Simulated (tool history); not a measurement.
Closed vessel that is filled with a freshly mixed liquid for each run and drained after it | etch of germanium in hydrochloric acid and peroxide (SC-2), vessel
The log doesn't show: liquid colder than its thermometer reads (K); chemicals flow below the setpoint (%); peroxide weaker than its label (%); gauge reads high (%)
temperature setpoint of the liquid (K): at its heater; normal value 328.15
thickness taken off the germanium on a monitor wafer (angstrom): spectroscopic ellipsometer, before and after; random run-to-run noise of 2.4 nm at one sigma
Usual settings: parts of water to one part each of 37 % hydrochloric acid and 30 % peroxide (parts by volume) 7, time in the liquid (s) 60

run     day  temperature setpoint of the liquid (K)  parts of water to one part each of 37 % hydrochloric acid and 30 % peroxide (parts by volume)  time in the liquid (s)  wafers since the last listed run  hours since the thermometer was replaced  hours since the chemicals flow meter was replaced  hours since the drum of peroxide was connected  hours since the gauge calibration  read-back film thickness of the germanium reference wafer, read on the same gauge (nm)  thickness taken off the germanium on a monitor wafer (angstrom)
  1       0                                  328.15                                                                                              7                      60                                 0                                    1729.3                                             1360.2                                           604.8                             1041.1                                                                                  149.96                                                           3065.9
  2   1.071                                  328.15                                                                                              7                      60                              2326                                      1755                                             1385.9                                           630.5                             1066.8                                                                                  149.98                                                           3055.5
  3   2.992                                  328.15                                                                                              7                      60                              4173                                    1801.1                                               1432                                           676.6                             1112.9                                                                                  150.03                                                           3051.5
  4   5.129                                  328.15                                                                                              7                      60                              4644                                    1852.4                                             1483.3                                           727.9                             1164.2                                                                                  149.98                                                           3047.7
      6.492  -- new drum of peroxide connected
  5   7.817                                  328.15                                                                                              7                      60                              5748                                    1916.9                                             1547.8                                            31.8                             1228.7                                                                                  150.04                                                           3050.8
  6  13.717                                  334.15                                                                                            4.5                      60                             12819                                    2058.5                                             1689.4                                           173.4                             1370.3                                                                                  150.03                                                           3657.4
  7  15.296                                  334.15                                                                                            4.5                      60                              3431                                    2096.4                                             1727.3                                           211.3                             1408.2                                                                                  150.01                                                           3740.8
     17.662  -- gauge calibrated
  8  18.112                                  334.15                                                                                            4.5                      60                              6120                                      2164                                             1794.9                                           278.9                               10.8                                                                                  150.04                                                           3764.2
  9  19.938                                  328.15                                                                                              7                      60                              3965                                    2207.8                                             1838.7                                           322.7                               54.6                                                                                     150                                                           3014.1
 10  22.154                                  328.15                                                                                              7                      60                              4816                                      2261                                             1891.9                                           375.9                              107.8                                                                                  150.02                                                           3012.3
 11   24.15                                  328.15                                                                                              7                      60                              4336                                    2308.9                                             1939.8                                           423.8                              155.7                                                                                  150.01                                                           3025.6
 12  26.183                                  328.15                                                                                            5.5                      85                              4418                                    2357.7                                             1988.6                                           472.6                              204.5                                                                                  150.05                                                           4390.7
     26.554  -- chemicals flow meter replaced
 13  29.596                                  328.15                                                                                              7                      60                              7324                                    2439.6                                                 73                                           554.5                              286.4                                                                                  150.05                                                           2999.5
     30.038  -- thermometer replaced
 14  31.612                                  328.15                                                                                              7                      90                              4291                                      37.8                                              121.4                                           602.9                              334.8                                                                                  149.98                                                           4580.5
 15  33.954                                  328.15                                                                                              7                      60                              5087                                        94                                              177.6                                           659.1                                391                                                                                  149.98                                                           3059.1
 16  35.746                                  328.15                                                                                              7                      60                              3892                                       137                                              220.6                                           702.1                                434                                                                                  150.03                                                           3049.4
     36.917  -- new drum of peroxide connected
 17  38.208                                  319.15                                                                                              7                      30                              5259                                     196.1                                              279.7                                              31                              493.1                                                                                     150                                                           1154.2
 18  40.321                                  322.65                                                                                              7                      60                              4590                                     246.8                                              330.4                                            81.7                              543.8                                                                                  149.99                                                           2566.4
 19   41.85                                  328.15                                                                                              7                      60                              3322                                     283.5                                              367.1                                           118.4                              580.5                                                                                  149.99                                                           3018.5
 20  42.929                                  321.15                                                                                             10                      45                              2344                                     309.4                                                393                                           144.3                              606.4                                                                                  150.05                                                             1806
 21  45.179                                  333.15                                                                                              7                      90                              4888                                     363.4                                                447                                           198.3                              660.4                                                                                  150.07                                                           5214.9
 22  47.975                                  321.65                                                                                              7                      60                              6074                                     430.5                                              514.1                                           265.4                              727.5                                                                                  150.02                                                           2445.2
 23  49.496                                  328.15                                                                                             10                      60                              3304                                       467                                              550.6                                           301.9                                764                                                                                  149.99                                                             2992
 24  52.067                                  328.15                                                                                            9.5                      60                              5585                                     528.7                                              612.3                                           363.6                              825.7                                                                                  149.98                                                           2972.8
 25  53.588                                  321.15                                                                                              7                      60                              3304                                     565.2                                              648.8                                           400.1                              862.2                                                                                  150.01                                                           2471.2
 26  55.654                                  328.15                                                                                              7                      60                              4490                                     614.8                                              698.4                                           449.7                              911.8                                                                                  150.06                                                           3044.9

What if the next run were any one of these 4? Each begins from the tool's condition after run 26:
  A  55.683                                  328.15                                                                                              7                      30                                63                                     615.5                                              699.1                                           450.4                              912.5                                                                                       ?                                                                ?
  B  55.683                                  328.15                                                                                              7                      40                                63                                     615.5                                              699.1                                           450.4                              912.5                                                                                       ?                                                                ?
  C  55.683                                  328.15                                                                                              7                      70                                63                                     615.5                                              699.1                                           450.4                              912.5                                                                                       ?                                                                ?
  D  55.683                                  325.15                                                                                              8                      85                                63                                     615.5                                              699.1                                           450.4                              912.5                                                                                       ?                                                                ?

run  read-back film thickness of the germanium reference wafer, read on the same gauge (nm)  thickness taken off the germanium on a monitor wafer (angstrom)
  A                                                                                  149.99                                                           1528.6
  B                                                                                  149.99                                                           2038.1
  C                                                                                  149.99                                                           3566.7
  D                                                                                  149.99                                                           3911.4
With no hidden state in the tool, these same runs would have given:
run  thickness taken off the germanium on a monitor wafer (angstrom)
  A                                                           1528.6
  B                                                           2038.1
  C                                                           3566.7
  D                                                           3911.4
